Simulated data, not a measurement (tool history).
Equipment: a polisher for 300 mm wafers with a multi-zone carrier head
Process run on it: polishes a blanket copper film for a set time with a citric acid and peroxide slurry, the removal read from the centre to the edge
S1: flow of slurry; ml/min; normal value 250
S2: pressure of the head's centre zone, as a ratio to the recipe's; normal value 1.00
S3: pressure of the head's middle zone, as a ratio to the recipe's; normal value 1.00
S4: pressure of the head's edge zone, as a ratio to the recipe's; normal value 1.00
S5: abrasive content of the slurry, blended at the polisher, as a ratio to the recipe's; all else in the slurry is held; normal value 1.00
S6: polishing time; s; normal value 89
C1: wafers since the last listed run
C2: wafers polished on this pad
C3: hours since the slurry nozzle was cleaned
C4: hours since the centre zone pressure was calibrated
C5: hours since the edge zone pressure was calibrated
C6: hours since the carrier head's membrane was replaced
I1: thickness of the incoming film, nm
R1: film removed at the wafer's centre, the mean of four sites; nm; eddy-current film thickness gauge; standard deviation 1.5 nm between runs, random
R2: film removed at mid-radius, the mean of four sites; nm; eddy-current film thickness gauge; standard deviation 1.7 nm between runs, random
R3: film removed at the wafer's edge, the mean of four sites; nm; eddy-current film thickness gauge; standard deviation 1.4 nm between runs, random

Run 1, hour 0.0: usual settings; C1 0; C2 1850; C3 457.4; C4 799.8; C5 659.3; C6 1960.0; I1 900.5. Result: R1 135.3 nm, R2 132.2 nm, R3 130.8 nm.
At hour 39.6: carrier head's membrane replaced by a new one.
Run 2, hour 40.1: usual settings but S1 220 ml/min, S2 1.08, S3 0.88, S4 0.94; C1 370; C2 2221; C3 497.5; C4 839.9; C5 699.4; C6 0.5; I1 928.3. Result: R1 140.5 nm, R2 113.1 nm, R3 125.8 nm.
Run 3, hour 108.4: usual settings but S1 160 ml/min, S3 1.08, S5 1.25, S6 117 s; C1 720; C2 2942; C3 565.8; C4 908.2; C5 767.7; C6 68.8; I1 907.8. Result: R1 170.3 nm, R2 178.8 nm, R3 166.6 nm.
Run 4, hour 140.5: usual settings; C1 338; C2 3280; C3 597.9; C4 940.3; C5 799.8; C6 100.9; I1 929.6. Result: R1 136.5 nm, R2 129.5 nm, R3 131.1 nm.
Run 5, hour 176.7: usual settings; C1 382; C2 3663; C3 634.1; C4 976.5; C5 836.0; C6 137.1; I1 929.9. Result: R1 136.2 nm, R2 130.4 nm, R3 130.8 nm.
At hour 224.2: slurry nozzle cleaned.
Run 6, hour 230.3: usual settings; C1 555; C2 4218; C3 6.1; C4 1030.1; C5 889.6; C6 190.7; I1 907.1. Result: R1 138.4 nm, R2 129.1 nm, R3 127.2 nm.
Run 7, hour 273.7: usual settings but S1 305 ml/min, S2 1.04, S6 67 s; C1 458; C2 4676; C3 49.5; C4 1073.5; C5 933.0; C6 234.1; I1 900.5. Result: R1 110.3 nm, R2 100.2 nm, R3 98.2 nm.
At hour 282.6: worn pad replaced by a new one.
Run 8, hour 318.6: usual settings but S1 295 ml/min, S2 1.11, S3 0.90, S4 0.97; C1 431; C2 379; C3 94.4; C4 1118.4; C5 977.9; C6 279.0; I1 904.9. Result: R1 153.0 nm, R2 119.1 nm, R3 127.7 nm.
Run 9, hour 375.2: usual settings but S2 0.91, S4 0.92; C1 597; C2 977; C3 151.0; C4 1175.0; C5 1034.5; C6 335.6; I1 911.8. Result: R1 130.4 nm, R2 125.2 nm, R3 126.2 nm.
At hour 383.2: centre zone pressure recalibrated.
Run 10, hour 433.4: usual settings; C1 593; C2 1570; C3 209.2; C4 50.2; C5 1092.7; C6 393.8; I1 930.9. Result: R1 123.8 nm, R2 129.4 nm, R3 129.3 nm.
Run 11, hour 575.1: usual settings but S2 1.04; C1 1495; C2 3066; C3 350.9; C4 191.9; C5 1234.4; C6 535.5; I1 931.1. Result: R1 134.1 nm, R2 129.4 nm, R3 130.4 nm.
Run 12, hour 603.9: usual settings; C1 303; C2 3370; C3 379.7; C4 220.7; C5 1263.2; C6 564.3; I1 925.7. Result: R1 132.4 nm, R2 129.3 nm, R3 128.4 nm.
Run 13, hour 640.1: usual settings but S2 1.10, S4 1.10; C1 382; C2 3752; C3 415.9; C4 256.9; C5 1299.4; C6 600.5; I1 914.6. Result: R1 139.1 nm, R2 127.4 nm, R3 133.8 nm.
Run 14, hour 711.2: usual settings but S1 275 ml/min, S3 0.97, S4 1.10; C1 750; C2 4502; C3 487.0; C4 328.0; C5 1370.5; C6 671.6; I1 929.1. Result: R1 132.4 nm, R2 125.5 nm, R3 136.3 nm.
At hour 766.4: edge zone pressure recalibrated.
Run 15, hour 777.3: usual settings but S1 165 ml/min, S3 0.90; C1 676; C2 5179; C3 553.1; C4 394.1; C5 10.9; C6 737.7; I1 936.8. Result: R1 123.5 nm, R2 110.9 nm, R3 127.0 nm.
At hour 800.9: worn pad replaced by a new one.
Run 16, hour 813.3: usual settings but S5 1.15, S6 102 s; C1 337; C2 130; C3 589.1; C4 430.1; C5 46.9; C6 773.7; I1 924.0. Result: R1 155.3 nm, R2 153.6 nm, R3 154.5 nm.
Run 17, hour 873.1: usual settings but S5 1.10; C1 631; C2 761; C3 648.9; C4 489.9; C5 106.7; C6 833.5; I1 931.5. Result: R1 140.0 nm, R2 133.6 nm, R3 132.6 nm.
At hour 878.1: slurry nozzle cleaned.
Run 18, hour 920.6: usual settings; C1 490; C2 1252; C3 42.5; C4 537.4; C5 154.2; C6 881.0; I1 912.1. Result: R1 135.9 nm, R2 125.9 nm, R3 128.1 nm.
Run 19, hour 950.7: usual settings but S1 175 ml/min, S3 1.03, S4 1.04; C1 317; C2 1570; C3 72.6; C4 567.5; C5 184.3; C6 911.1; I1 930.8. Result: R1 126.9 nm, R2 123.2 nm, R3 125.4 nm.
Run 20, hour 991.6: usual settings; C1 431; C2 2002; C3 113.5; C4 608.4; C5 225.2; C6 952.0; I1 922.6. Result: R1 133.6 nm, R2 128.9 nm, R3 130.6 nm.

5 options for the next run, each taken on its own from the tool as it stands now. Forecast them:
Run A, hour 992.1: usual settings but S6 79 s; C1 5; C2 2007; C3 114.0; C4 608.9; C5 225.7; C6 952.5; I1 914.0. Result: R1 ?, R2 ?, R3 ?.
Run B, hour 992.1: usual settings but S6 114 s; C1 5; C2 2007; C3 114.0; C4 608.9; C5 225.7; C6 952.5; I1 914.0. Result: R1 ?, R2 ?, R3 ?.
Run C, hour 992.1: usual settings but S1 285 ml/min; C1 5; C2 2007; C3 114.0; C4 608.9; C5 225.7; C6 952.5; I1 914.0. Result: R1 ?, R2 ?, R3 ?.
Run D, hour 992.1: usual settings but S2 0.96, S3 0.89, S5 0.75; C1 5; C2 2007; C3 114.0; C4 608.9; C5 225.7; C6 952.5; I1 914.0. Result: R1 ?, R2 ?, R3 ?.
Run E, hour 992.1: usual settings but S1 325 ml/min, S4 0.89, S6 106 s; C1 5; C2 2007; C3 114.0; C4 608.9; C5 225.7; C6 952.5; I1 914.0. Result: R1 ?, R2 ?, R3 ?.

run     R1     R2     R3
  A  119.7  116.0  116.6
  B  172.7  167.3  168.3
  C  137.2  132.7  132.9
  D  123.2  111.6  123.8
  E  165.8  160.1  153.7
With no hidden state in the tool, these same runs would have given:
run     R1     R2     R3
  A  113.2  116.0  116.6
  B  163.4  167.4  168.3
  C  129.7  132.7  132.9
  D  116.5  111.6  123.8
  E  156.8  160.2  153.7
